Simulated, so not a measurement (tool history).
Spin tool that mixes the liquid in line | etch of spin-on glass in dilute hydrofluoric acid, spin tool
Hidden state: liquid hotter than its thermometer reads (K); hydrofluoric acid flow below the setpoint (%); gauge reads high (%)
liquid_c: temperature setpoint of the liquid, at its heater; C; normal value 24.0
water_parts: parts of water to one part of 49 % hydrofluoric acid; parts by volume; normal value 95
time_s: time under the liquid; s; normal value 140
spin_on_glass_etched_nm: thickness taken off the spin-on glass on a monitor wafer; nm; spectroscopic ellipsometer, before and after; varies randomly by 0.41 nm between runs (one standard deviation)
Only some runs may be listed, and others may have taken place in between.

| run | day | liquid_c | water_parts | time_s | wafers since the last listed run | hours since the thermometer was replaced | hours since the hydrofluoric acid flow meter was replaced | hours since the gauge calibration | read-back film thickness of the spin-on glass reference wafer, read on the same gauge (nm) | spin_on_glass_etched_nm |
|---|---|---|---|---|---|---|---|---|---|---|
| 1 | 0.000 | 24.0 | 95 | 140 | 0 | 300.4 | 1339.3 | 270.1 | 99.99 | 55.50 |
| 2 | 2.262 | 24.0 | 95 | 140 | 540 | 354.7 | 1393.6 | 324.4 | 99.99 | 55.41 |
| 3 | 3.979 | 24.0 | 95 | 140 | 409 | 395.9 | 1434.8 | 365.6 | 99.99 | 55.71 |
| 4 | 5.217 | 24.0 | 95 | 140 | 295 | 425.6 | 1464.5 | 395.3 | 99.99 | 55.47 |
| 5 | 10.667 | 28.0 | 75 | 140 | 1300 | 556.4 | 1595.3 | 526.1 | 100.01 | 84.91 |
| 6 | 13.454 | 24.0 | 95 | 140 | 665 | 623.3 | 1662.2 | 593.0 | 99.98 | 55.65 |
| 7 | 14.671 | 24.0 | 95 | 140 | 290 | 652.5 | 1691.4 | 622.2 | 99.99 | 56.93 |
|  | 20.804 | thermometer replaced |
| 8 | 22.050 | 24.0 | 75 | 140 | 1751 | 29.9 | 1868.5 | 799.3 | 100.00 | 69.02 |
|  | 23.796 | gauge calibrated |
| 9 | 24.088 | 24.0 | 75 | 140 | 486 | 78.8 | 1917.4 | 7.0 | 100.01 | 69.08 |
| 10 | 26.008 | 24.0 | 75 | 140 | 458 | 124.9 | 1963.5 | 53.1 | 100.00 | 68.69 |
| 11 | 28.971 | 24.0 | 95 | 175 | 707 | 196.0 | 2034.6 | 124.2 | 100.01 | 67.46 |
| 12 | 31.362 | 24.0 | 115 | 140 | 570 | 253.4 | 2092.0 | 181.6 | 100.00 | 43.84 |
| 13 | 32.608 | 19.0 | 65 | 140 | 297 | 283.3 | 2121.9 | 211.5 | 100.01 | 66.89 |
|  | 34.758 | hydrofluoric acid flow meter replaced |
| 14 | 36.308 | 27.5 | 95 | 140 | 873 | 372.1 | 37.2 | 300.3 | 99.99 | 67.67 |
| 15 | 37.583 | 22.5 | 110 | 85 | 304 | 402.7 | 67.8 | 330.9 | 100.03 | 28.64 |
| 16 | 40.292 | 24.0 | 140 | 65 | 646 | 467.7 | 132.8 | 395.9 | 99.99 | 17.68 |
| 17 | 43.096 | 24.0 | 95 | 140 | 669 | 535.0 | 200.1 | 463.2 | 99.97 | 59.56 |
| 18 | 45.100 | 24.0 | 95 | 140 | 478 | 583.1 | 248.2 | 511.3 | 100.00 | 59.24 |
| 19 | 46.412 | 22.5 | 125 | 140 | 313 | 614.6 | 279.7 | 542.8 | 100.02 | 41.06 |
| 20 | 48.792 | 21.5 | 60 | 140 | 567 | 671.7 | 336.8 | 599.9 | 100.00 | 90.28 |
| 21 | 49.875 | 24.0 | 50 | 140 | 258 | 697.7 | 362.8 | 625.9 | 100.02 | 121.36 |

Branching from run 21: 4 alternative next runs. What would each branch give?
| A | 49.896 | 24.0 | 125 | 140 | 4 | 698.2 | 363.3 | 626.4 | ? | ? |
| B | 49.896 | 24.0 | 95 | 60 | 4 | 698.2 | 363.3 | 626.4 | ? | ? |
| C | 49.896 | 24.0 | 65 | 200 | 4 | 698.2 | 363.3 | 626.4 | ? | ? |
| D | 49.896 | 21.0 | 80 | 140 | 4 | 698.2 | 363.3 | 626.4 | ? | ? |

| run | read-back film thickness of the spin-on glass reference wafer, read on the same gauge (nm) | spin_on_glass_etched_nm |
|---|---|---|
| A | 99.98 | 43.82 |
| B | 99.98 | 25.69 |
| C | 99.98 | 130.38 |
| D | 99.98 | 64.44 |
What these runs would have given with no unlogged condition in the tool:
| run | spin_on_glass_etched_nm |
|---|---|
| A | 41.14 |
| B | 24.05 |
| C | 121.73 |
| D | 60.10 |
